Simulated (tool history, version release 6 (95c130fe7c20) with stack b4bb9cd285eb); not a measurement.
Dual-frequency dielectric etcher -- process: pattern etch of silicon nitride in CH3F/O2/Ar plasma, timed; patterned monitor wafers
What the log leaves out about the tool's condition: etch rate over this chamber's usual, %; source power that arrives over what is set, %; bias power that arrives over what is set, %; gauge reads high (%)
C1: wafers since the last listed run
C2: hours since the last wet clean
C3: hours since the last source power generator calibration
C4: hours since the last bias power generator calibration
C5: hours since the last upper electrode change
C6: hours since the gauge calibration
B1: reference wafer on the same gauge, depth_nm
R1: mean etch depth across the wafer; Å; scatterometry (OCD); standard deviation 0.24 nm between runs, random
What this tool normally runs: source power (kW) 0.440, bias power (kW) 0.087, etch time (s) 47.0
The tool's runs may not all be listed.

run 1 day=0.000 | source_power_(kW)=0.440 bias_power_(kW)=0.076 etch_time_(s)=47.0 | C1=0 C2=342.2 C3=1678.9 C4=2540.9 C5=6200.8 C6=200.7 | B1=42.89 | R1=376.3
run 2 day=0.550 | source_power_(kW)=0.440 bias_power_(kW)=0.076 etch_time_(s)=47.0 | C1=137 C2=355.4 C3=1692.1 C4=2554.1 C5=6214.0 C6=213.9 | B1=42.87 | R1=378.6
run 3 day=1.075 | source_power_(kW)=0.440 bias_power_(kW)=0.087 etch_time_(s)=55.5 | C1=131 C2=368.0 C3=1704.7 C4=2566.7 C5=6226.6 C6=226.5 | B1=42.68 | R1=465.4
run 4 day=1.717 | source_power_(kW)=0.440 bias_power_(kW)=0.087 etch_time_(s)=47.0 | C1=160 C2=383.4 C3=1720.1 C4=2582.1 C5=6242.0 C6=241.9 | B1=42.86 | R1=395.6
run 5 day=2.225 | source_power_(kW)=0.440 bias_power_(kW)=0.087 etch_time_(s)=47.0 | C1=127 C2=395.6 C3=1732.3 C4=2594.3 C5=6254.2 C6=254.1 | B1=42.80 | R1=391.3
run 6 day=2.850 | source_power_(kW)=0.440 bias_power_(kW)=0.087 etch_time_(s)=47.0 | C1=156 C2=410.6 C3=1747.3 C4=2609.3 C5=6269.2 C6=269.1 | B1=42.74 | R1=398.0
run 7 day=3.212 | source_power_(kW)=0.440 bias_power_(kW)=0.087 etch_time_(s)=47.0 | C1=90 C2=419.3 C3=1756.0 C4=2618.0 C5=6277.9 C6=277.8 | B1=42.85 | R1=395.3
-- day=4.529 wet clean of the chamber
-- day=4.900 upper electrode replaced, of another model than before
run 8 day=4.921 | source_power_(kW)=0.440 bias_power_(kW)=0.087 etch_time_(s)=47.0 | C1=84 C2=9.4 C3=1797.0 C4=2659.0 C5=0.5 C6=318.8 | B1=42.81 | R1=369.1
run 9 day=4.933 | source_power_(kW)=0.440 bias_power_(kW)=0.087 etch_time_(s)=47.0 | C1=3 C2=9.7 C3=1797.3 C4=2659.3 C5=0.8 C6=319.1 | B1=42.86 | R1=375.4
run 10 day=4.946 | source_power_(kW)=0.440 bias_power_(kW)=0.087 etch_time_(s)=47.0 | C1=3 C2=10.0 C3=1797.6 C4=2659.6 C5=1.1 C6=319.4 | B1=42.84 | R1=373.1
-- day=5.308 gauge calibrated
run 11 day=5.562 | source_power_(kW)=0.440 bias_power_(kW)=0.087 etch_time_(s)=47.0 | C1=154 C2=24.8 C3=1812.4 C4=2674.4 C5=15.9 C6=6.1 | B1=42.78 | R1=373.3
run 12 day=5.933 | source_power_(kW)=0.490 bias_power_(kW)=0.087 etch_time_(s)=54.0 | C1=92 C2=33.7 C3=1821.3 C4=2683.3 C5=24.8 C6=15.0 | B1=42.83 | R1=440.7
-- day=6.717 bias power generator calibrated
run 13 day=6.738 | source_power_(kW)=0.440 bias_power_(kW)=0.087 etch_time_(s)=47.0 | C1=159 C2=53.0 C3=1840.6 C4=0.5 C5=44.1 C6=34.3 | B1=42.76 | R1=373.5
-- day=7.121 source power generator calibrated
run 14 day=7.142 | source_power_(kW)=0.440 bias_power_(kW)=0.087 etch_time_(s)=54.0 | C1=59 C2=62.7 C3=0.5 C4=10.2 C5=53.8 C6=44.0 | B1=42.76 | R1=429.6
run 15 day=7.838 | source_power_(kW)=0.440 bias_power_(kW)=0.087 etch_time_(s)=47.0 | C1=174 C2=79.4 C3=17.2 C4=26.9 C5=70.5 C6=60.7 | B1=42.77 | R1=378.2
run 16 day=8.200 | source_power_(kW)=0.440 bias_power_(kW)=0.087 etch_time_(s)=59.0 | C1=90 C2=88.1 C3=25.9 C4=35.6 C5=79.2 C6=69.4 | B1=42.70 | R1=476.6
run 17 day=8.746 | source_power_(kW)=0.440 bias_power_(kW)=0.087 etch_time_(s)=58.5 | C1=136 C2=101.2 C3=39.0 C4=48.7 C5=92.3 C6=82.5 | B1=42.81 | R1=462.8
run 18 day=9.421 | source_power_(kW)=0.380 bias_power_(kW)=0.073 etch_time_(s)=40.5 | C1=168 C2=117.4 C3=55.2 C4=64.9 C5=108.5 C6=98.7 | B1=42.79 | R1=299.0
run 19 day=9.871 | source_power_(kW)=0.540 bias_power_(kW)=0.100 etch_time_(s)=56.5 | C1=112 C2=128.2 C3=66.0 C4=75.7 C5=119.3 C6=109.5 | B1=42.84 | R1=496.0
run 20 day=10.196 | source_power_(kW)=0.360 bias_power_(kW)=0.077 etch_time_(s)=40.5 | C1=81 C2=136.0 C3=73.8 C4=83.5 C5=127.1 C6=117.3 | B1=42.87 | R1=302.8
run 21 day=10.938 | source_power_(kW)=0.440 bias_power_(kW)=0.107 etch_time_(s)=58.5 | C1=185 C2=153.8 C3=91.6 C4=101.3 C5=144.9 C6=135.1 | B1=42.79 | R1=508.2
run 22 day=11.638 | source_power_(kW)=0.440 bias_power_(kW)=0.068 etch_time_(s)=47.0 | C1=175 C2=170.6 C3=108.4 C4=118.1 C5=161.7 C6=151.9 | B1=42.85 | R1=351.2
run 23 day=12.192 | source_power_(kW)=0.340 bias_power_(kW)=0.097 etch_time_(s)=47.0 | C1=138 C2=183.9 C3=121.7 C4=131.4 C5=175.0 C6=165.2 | B1=42.75 | R1=377.8
run 24 day=12.546 | source_power_(kW)=0.440 bias_power_(kW)=0.087 etch_time_(s)=47.0 | C1=88 C2=192.4 C3=130.2 C4=139.9 C5=183.5 C6=173.7 | B1=42.81 | R1=382.8
run 25 day=12.958 | source_power_(kW)=0.400 bias_power_(kW)=0.087 etch_time_(s)=36.0 | C1=103 C2=202.3 C3=140.1 C4=149.8 C5=193.4 C6=183.6 | B1=42.75 | R1=289.4
run 26 day=13.288 | source_power_(kW)=0.400 bias_power_(kW)=0.087 etch_time_(s)=47.0 | C1=82 C2=210.2 C3=148.0 C4=157.7 C5=201.3 C6=191.5 | B1=42.77 | R1=377.3
run 27 day=13.746 | source_power_(kW)=0.500 bias_power_(kW)=0.087 etch_time_(s)=60.5 | C1=114 C2=221.2 C3=159.0 C4=168.7 C5=212.3 C6=202.5 | B1=42.84 | R1=503.9
run 28 day=14.208 | source_power_(kW)=0.440 bias_power_(kW)=0.087 etch_time_(s)=35.5 | C1=115 C2=232.3 C3=170.1 C4=179.8 C5=223.4 C6=213.6 | B1=42.72 | R1=292.3

Branching from run 28: 4 alternative next runs. What would each branch give?
run A day=14.225 | source_power_(kW)=0.440 bias_power_(kW)=0.087 etch_time_(s)=47.0 | C1=4 C2=232.7 C3=170.5 C4=180.2 C5=223.8 C6=214.0 | B1=? | R1=?
run B day=14.225 | source_power_(kW)=0.440 bias_power_(kW)=0.099 etch_time_(s)=39.5 | C1=4 C2=232.7 C3=170.5 C4=180.2 C5=223.8 C6=214.0 | B1=? | R1=?
run C day=14.225 | source_power_(kW)=0.400 bias_power_(kW)=0.079 etch_time_(s)=58.0 | C1=4 C2=232.7 C3=170.5 C4=180.2 C5=223.8 C6=214.0 | B1=? | R1=?
run D day=14.225 | source_power_(kW)=0.440 bias_power_(kW)=0.093 etch_time_(s)=58.5 | C1=4 C2=232.7 C3=170.5 C4=180.2 C5=223.8 C6=214.0 | B1=? | R1=?

run=A B1=42.75 R1=382.5
run=B B1=42.75 R1=335.8
run=C B1=42.75 R1=449.2
run=D B1=42.75 R1=486.9
What these runs would have given with no unlogged condition in the tool:
run=A R1=373.7
run=B R1=328.1
run=C R1=438.8
run=D R1=475.7
